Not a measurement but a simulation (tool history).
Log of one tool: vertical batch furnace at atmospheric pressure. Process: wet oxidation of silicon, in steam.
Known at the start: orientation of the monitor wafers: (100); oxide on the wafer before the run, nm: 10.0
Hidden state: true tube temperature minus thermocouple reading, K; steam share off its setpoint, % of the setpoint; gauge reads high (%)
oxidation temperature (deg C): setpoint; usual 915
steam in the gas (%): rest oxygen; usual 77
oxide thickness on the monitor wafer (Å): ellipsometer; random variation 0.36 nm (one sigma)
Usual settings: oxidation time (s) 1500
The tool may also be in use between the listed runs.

| run | hour | oxidation temperature (deg C) | oxidation time (s) | steam in the gas (%) | wafers since the last listed run | hours since the last temperature calibration | hours since the steam generator was serviced | hours since the gauge calibration | read-back reference wafer on the same gauge, thickness | oxide thickness on the monitor wafer (Å) |
|---|---|---|---|---|---|---|---|---|---|---|
| 1 | 0.0 | 915 | 1500 | 77 | 0 | 3156.5 | 3283.9 | 164.1 | 86.24 | 721.6 |
| 2 | 25.6 | 915 | 1500 | 77 | 487 | 3182.1 | 3309.5 | 189.7 | 86.16 | 721.6 |
| 3 | 175.5 | 915 | 1500 | 77 | 2855 | 3332.0 | 3459.4 | 339.6 | 86.20 | 716.5 |
| 4 | 203.3 | 915 | 1500 | 77 | 529 | 3359.8 | 3487.2 | 367.4 | 86.24 | 722.6 |
| 5 | 273.0 | 915 | 1500 | 77 | 1327 | 3429.5 | 3556.9 | 437.1 | 86.24 | 716.7 |
| 6 | 325.0 | 915 | 1710 | 77 | 990 | 3481.5 | 3608.9 | 489.1 | 86.29 | 804.6 |
| 7 | 394.5 | 915 | 1710 | 77 | 1323 | 3551.0 | 3678.4 | 558.6 | 86.20 | 798.6 |
| 8 | 435.4 | 927 | 1680 | 77 | 779 | 3591.9 | 3719.3 | 599.5 | 86.27 | 904.9 |
| 9 | 480.4 | 927 | 1680 | 77 | 857 | 3636.9 | 3764.3 | 644.5 | 86.19 | 900.5 |
| 10 | 506.3 | 927 | 1680 | 77 | 493 | 3662.8 | 3790.2 | 670.4 | 86.22 | 906.0 |
|  | 509.1 | gauge calibrated |
| 11 | 601.8 | 915 | 1500 | 77 | 1819 | 3758.3 | 3885.7 | 92.7 | 86.21 | 721.1 |
| 12 | 671.6 | 898 | 1830 | 81 | 1329 | 3828.1 | 3955.5 | 162.5 | 86.14 | 712.9 |
|  | 716.3 | steam generator serviced |
| 13 | 732.2 | 933 | 1500 | 88 | 697 | 3888.7 | 15.9 | 223.1 | 86.24 | 934.0 |
|  | 782.1 | thermocouples replaced and temperature profile calibrated |
| 14 | 792.2 | 915 | 1500 | 77 | 685 | 10.1 | 75.9 | 283.1 | 86.15 | 686.3 |
| 15 | 823.7 | 933 | 1500 | 88 | 599 | 41.6 | 107.4 | 314.6 | 86.17 | 936.2 |
| 16 | 890.8 | 905 | 1050 | 85 | 1278 | 108.7 | 174.5 | 381.7 | 86.22 | 494.8 |
|  | 1034.4 | steam generator serviced, repeated, since the last time left the tool worse |
| 17 | 1088.3 | 939 | 810 | 77 | 3304 | 306.2 | 53.9 | 579.2 | 86.14 | 590.9 |
| 18 | 1148.3 | 938 | 1500 | 77 | 1142 | 366.2 | 113.9 | 639.2 | 86.24 | 957.9 |
| 19 | 1184.6 | 915 | 960 | 77 | 691 | 402.5 | 150.2 | 675.5 | 86.20 | 522.4 |
| 20 | 1237.5 | 908 | 1920 | 77 | 1007 | 455.4 | 203.1 | 728.4 | 86.15 | 842.9 |
|  | 1290.2 | gauge calibrated |
| 21 | 1306.0 | 899 | 1500 | 77 | 1304 | 523.9 | 271.6 | 15.8 | 86.20 | 610.6 |

Forecast each of these 5 alternatives for the next run:
| A | 1310.7 | 915 | 1500 | 77 | 89 | 528.6 | 276.3 | 20.5 | ? | ? |
| B | 1310.7 | 915 | 780 | 88 | 89 | 528.6 | 276.3 | 20.5 | ? | ? |
| C | 1310.7 | 897 | 990 | 82 | 89 | 528.6 | 276.3 | 20.5 | ? | ? |
| D | 1310.7 | 897 | 1230 | 82 | 89 | 528.6 | 276.3 | 20.5 | ? | ? |
| E | 1310.7 | 915 | 1500 | 71 | 89 | 528.6 | 276.3 | 20.5 | ? | ? |

| run | read-back reference wafer on the same gauge, thickness | oxide thickness on the monitor wafer (Å) |
|---|---|---|
| A | 86.18 | 741.1 |
| B | 86.18 | 489.2 |
| C | 86.18 | 448.2 |
| D | 86.18 | 530.4 |
| E | 86.18 | 693.6 |
Without the tool's hidden state the same runs would have given:
| run | oxide thickness on the monitor wafer (Å) |
|---|---|
| A | 747.9 |
| B | 493.4 |
| C | 452.0 |
| D | 535.0 |
| E | 699.9 |
